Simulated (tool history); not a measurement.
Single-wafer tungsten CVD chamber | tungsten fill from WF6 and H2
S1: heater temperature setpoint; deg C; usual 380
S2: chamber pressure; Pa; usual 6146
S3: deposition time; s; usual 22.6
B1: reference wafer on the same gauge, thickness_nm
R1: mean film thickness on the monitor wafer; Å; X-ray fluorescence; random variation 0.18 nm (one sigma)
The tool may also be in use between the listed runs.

Run 1, hour 0.0: usual settings but S1 387 deg C; B1 58.183. Result: R1 676.91 Å.
Run 2, hour 26.4: usual settings but S3 24.9 s; B1 58.093. Result: R1 667.07 Å.
Run 3, hour 44.6: usual settings but S3 24.9 s; B1 58.149. Result: R1 666.63 Å.
Run 4, hour 69.4: usual settings but S3 24.9 s; B1 58.074. Result: R1 664.10 Å.
Run 5, hour 93.4: usual settings but S3 24.2 s; B1 58.069. Result: R1 646.46 Å.
Run 6, hour 117.5: usual settings but S3 24.2 s; B1 58.133. Result: R1 643.57 Å.
Run 7, hour 145.6: usual settings but S3 20.3 s; B1 58.126. Result: R1 541.95 Å.
Run 8, hour 170.4: usual settings; B1 58.086. Result: R1 602.53 Å.
Run 9, hour 191.7: usual settings; B1 58.139. Result: R1 602.47 Å.
Run 10, hour 214.5: usual settings; B1 58.152. Result: R1 600.36 Å.
Run 11, hour 226.8: usual settings; B1 58.105. Result: R1 603.03 Å.
Run 12, hour 259.4: usual settings but S2 5186 Pa, S3 19.4 s; B1 58.086. Result: R1 487.06 Å.
Run 13, hour 294.2: usual settings but S2 5186 Pa, S3 19.4 s; B1 58.103. Result: R1 487.27 Å.
Run 14, hour 308.8: usual settings but S2 5186 Pa, S3 19.4 s; B1 58.094. Result: R1 487.03 Å.
Run 15, hour 339.3: usual settings; B1 58.115. Result: R1 600.83 Å.
Run 16, hour 370.5: usual settings; B1 58.109. Result: R1 607.01 Å.
Run 17, hour 405.8: usual settings but S1 384 deg C, S2 7319 Pa, S3 26.1 s; B1 58.104. Result: R1 800.59 Å.
Run 18, hour 436.7: usual settings but S1 374 deg C, S2 6719 Pa, S3 18.2 s; B1 58.093. Result: R1 449.90 Å.
Run 19, hour 456.8: usual settings but S1 390 deg C, S2 6826 Pa, S3 19.3 s; B1 58.081. Result: R1 637.74 Å.
Run 20, hour 476.5: usual settings; B1 58.126. Result: R1 606.52 Å.
Run 21, hour 505.6: usual settings but S3 25.9 s; B1 58.076. Result: R1 626.71 Å.
Run 22, hour 533.1: usual settings but S2 5093 Pa; B1 58.082. Result: R1 509.38 Å.
Run 23, hour 558.4: usual settings; B1 58.140. Result: R1 548.91 Å.
Run 24, hour 575.0: usual settings but S1 393 deg C, S2 5413 Pa; B1 58.059. Result: R1 658.81 Å.
Run 25, hour 594.2: usual settings but S3 19.9 s; B1 58.031. Result: R1 482.93 Å.
Run 26, hour 619.0: usual settings but S3 26.3 s; B1 58.119. Result: R1 641.30 Å.
Run 27, hour 644.1: usual settings but S1 374 deg C, S2 6719 Pa, S3 18.2 s; B1 58.168. Result: R1 413.05 Å.
Run 28, hour 678.7: usual settings but S1 373 deg C, S2 7066 Pa, S3 24.2 s; B1 58.116. Result: R1 547.41 Å.
Run 29, hour 697.7: usual settings; B1 58.099. Result: R1 554.44 Å.
Run 30, hour 731.4: usual settings but S3 19.7 s; B1 58.091. Result: R1 484.97 Å.
Run 31, hour 752.1: usual settings; B1 58.065. Result: R1 556.08 Å.
Run 32, hour 807.3: usual settings but S1 368 deg C; B1 58.093. Result: R1 450.26 Å.
Run 33, hour 842.3: usual settings; B1 58.127. Result: R1 560.88 Å.
Run 34, hour 869.4: usual settings but S1 391 deg C; B1 58.108. Result: R1 678.49 Å.
Run 35, hour 901.0: usual settings but S1 370 deg C, S3 19.0 s; B1 58.073. Result: R1 394.57 Å.

Not shown: 4 entries that the log had between the listed runs. Between which runs, and how does the tool's hidden state differ before and after?
Between runs 11 and 12: gauge calibrated (hour 239.0)
  wafer temperature above the value expected at the setpoint (K): 5.19 -> 5.21
  measured less the result without the state, R1: +52.67 -> +42.70 Å
Between runs 20 and 21: thermocouple changed; heater temperature recalibrated (hour 485.7); capacitance manometer re-zeroed and calibrated (hour 505.1)
  wafer temperature above the value expected at the setpoint (K): 5.33 -> -0.69
  measured less the result without the state, R1: +54.28 -> -7.83 Å
Between runs 21 and 22: showerhead replaced (hour 531.5)
  wafer temperature above the value expected at the setpoint (K): -0.69 -> -0.522
  measured less the result without the state, R1: -7.83 -> -4.80 Å
